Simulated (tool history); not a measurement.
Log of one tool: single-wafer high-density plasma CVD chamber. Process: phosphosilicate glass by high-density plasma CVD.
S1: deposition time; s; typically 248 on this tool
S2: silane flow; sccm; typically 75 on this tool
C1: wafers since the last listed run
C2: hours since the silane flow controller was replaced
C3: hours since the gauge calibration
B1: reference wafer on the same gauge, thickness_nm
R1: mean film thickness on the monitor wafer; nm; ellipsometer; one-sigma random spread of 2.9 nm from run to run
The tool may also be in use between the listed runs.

{"run": 1, "hour": 0.0, "S1": 234, "S2": 75, "C1": 0, "C2": 4635.1, "C3": 218, "B1": 1949.631, "R1": 1885.139}
{"run": 2, "hour": 26.3, "S1": 234, "S2": 75, "C1": 188, "C2": 4661.4, "C3": 244.3, "B1": 1950.417, "R1": 1893.506}
{"run": 3, "hour": 56.2, "S1": 234, "S2": 75, "C1": 214, "C2": 4691.3, "C3": 274.2, "B1": 1950.604, "R1": 1890.296}
{"run": 4, "hour": 72.7, "S1": 248, "S2": 85, "C1": 118, "C2": 4707.8, "C3": 290.7, "B1": 1950.699, "R1": 2224.565}
{"run": 5, "hour": 98.0, "S1": 248, "S2": 85, "C1": 181, "C2": 4733.1, "C3": 316, "B1": 1950.046, "R1": 2218.844}
{"run": 6, "hour": 133.0, "S1": 248, "S2": 85, "C1": 250, "C2": 4768.1, "C3": 351, "B1": 1949.204, "R1": 2220.118}
{"run": 7, "hour": 163.4, "S1": 248, "S2": 75, "C1": 217, "C2": 4798.5, "C3": 381.4, "B1": 1949.301, "R1": 2008}
{"run": 8, "hour": 184.1, "S1": 248, "S2": 75, "C1": 148, "C2": 4819.2, "C3": 402.1, "B1": 1949.794, "R1": 2003.677}
{"run": 9, "hour": 215.6, "S1": 225, "S2": 75, "C1": 225, "C2": 4850.7, "C3": 433.6, "B1": 1949.79, "R1": 1819.493}
{"run": 10, "hour": 235.4, "S1": 281, "S2": 75, "C1": 141, "C2": 4870.5, "C3": 453.4, "B1": 1950.366, "R1": 2276.357}
{"run": 11, "hour": 259.8, "S1": 281, "S2": 75, "C1": 174, "C2": 4894.9, "C3": 477.8, "B1": 1949.728, "R1": 2269.538}
{"run": 12, "hour": 273.7, "S1": 281, "S2": 75, "C1": 99, "C2": 4908.8, "C3": 491.7, "B1": 1949.989, "R1": 2270.521}
{"run": 13, "hour": 304.1, "S1": 278, "S2": 75, "C1": 217, "C2": 4939.2, "C3": 522.1, "B1": 1950.512, "R1": 2247.176}
{"hour": 322.3, "done": "gauge calibrated"}
{"run": 14, "hour": 367.4, "S1": 278, "S2": 75, "C1": 453, "C2": 5002.5, "C3": 45.1, "B1": 1950.418, "R1": 2249.11}
{"run": 15, "hour": 397.9, "S1": 278, "S2": 75, "C1": 218, "C2": 5033, "C3": 75.6, "B1": 1949.4, "R1": 2246.65}
{"hour": 416.2, "done": "silane flow controller replaced"}
{"run": 16, "hour": 416.7, "S1": 270, "S2": 60, "C1": 77, "C2": 0.5, "C3": 94.4, "B1": 1949.529, "R1": 1762.146}
{"run": 17, "hour": 432.8, "S1": 269, "S2": 81, "C1": 115, "C2": 16.6, "C3": 110.5, "B1": 1949.833, "R1": 2235.864}
{"run": 18, "hour": 448.3, "S1": 203, "S2": 83, "C1": 111, "C2": 32.1, "C3": 126, "B1": 1949.99, "R1": 1708.897}
{"run": 19, "hour": 476.2, "S1": 269, "S2": 86, "C1": 199, "C2": 60, "C3": 153.9, "B1": 1950.015, "R1": 2344.246}
{"run": 20, "hour": 489.2, "S1": 234, "S2": 75, "C1": 93, "C2": 73, "C3": 166.9, "B1": 1949.593, "R1": 1822.569}
{"run": 21, "hour": 518.5, "S1": 284, "S2": 87, "C1": 209, "C2": 102.3, "C3": 196.2, "B1": 1949.725, "R1": 2491.909}
{"run": 22, "hour": 537.4, "S1": 209, "S2": 86, "C1": 135, "C2": 121.2, "C3": 215.1, "B1": 1950.961, "R1": 1823.493}
{"run": 23, "hour": 568.0, "S1": 283, "S2": 89, "C1": 219, "C2": 151.8, "C3": 245.7, "B1": 1949.478, "R1": 2533.738}
{"run": 24, "hour": 601.5, "S1": 248, "S2": 75, "C1": 239, "C2": 185.3, "C3": 279.2, "B1": 1950.236, "R1": 1933.054}
{"run": 25, "hour": 635.1, "S1": 248, "S2": 75, "C1": 240, "C2": 218.9, "C3": 312.8, "B1": 1950.353, "R1": 1932.611}
{"run": 26, "hour": 653.9, "S1": 248, "S2": 75, "C1": 134, "C2": 237.7, "C3": 331.6, "B1": 1949.926, "R1": 1933.771}
{"run": 27, "hour": 674.9, "S1": 209, "S2": 85, "C1": 150, "C2": 258.7, "C3": 352.6, "B1": 1950.431, "R1": 1807.228}
{"run": 28, "hour": 699.1, "S1": 284, "S2": 64, "C1": 173, "C2": 282.9, "C3": 376.8, "B1": 1950.842, "R1": 1949.973}
{"run": 29, "hour": 718.9, "S1": 248, "S2": 75, "C1": 141, "C2": 302.7, "C3": 396.6, "B1": 1949.377, "R1": 1930.988}
{"run": 30, "hour": 753.3, "S1": 248, "S2": 75, "C1": 246, "C2": 337.1, "C3": 431, "B1": 1950.394, "R1": 1929.435}
{"run": 31, "hour": 765.8, "S1": 220, "S2": 67, "C1": 89, "C2": 349.6, "C3": 443.5, "B1": 1950.453, "R1": 1571.359}

What the log doesn't show, run by run:
gauge reads high (%): 0 in every run
H1: delivered silane flow above the setpoint (%)
run=1 H1=5.18
run=2 H1=5.21
run=3 H1=5.25
run=4 H1=5.27
run=5 H1=5.3
run=6 H1=5.34
run=7 H1=5.38
run=8 H1=5.41
run=9 H1=5.45
run=10 H1=5.47
run=11 H1=5.5
run=12 H1=5.52
run=13 H1=5.56
run=14 H1=5.64
run=15 H1=5.68
run=16 H1=0.561
run=17 H1=0.581
run=18 H1=0.601
run=19 H1=0.636
run=20 H1=0.652
run=21 H1=0.689
run=22 H1=0.713
run=23 H1=0.752
run=24 H1=0.794
run=25 H1=0.836
run=26 H1=0.86
run=27 H1=0.886
run=28 H1=0.917
run=29 H1=0.942
run=30 H1=0.985
run=31 H1=1
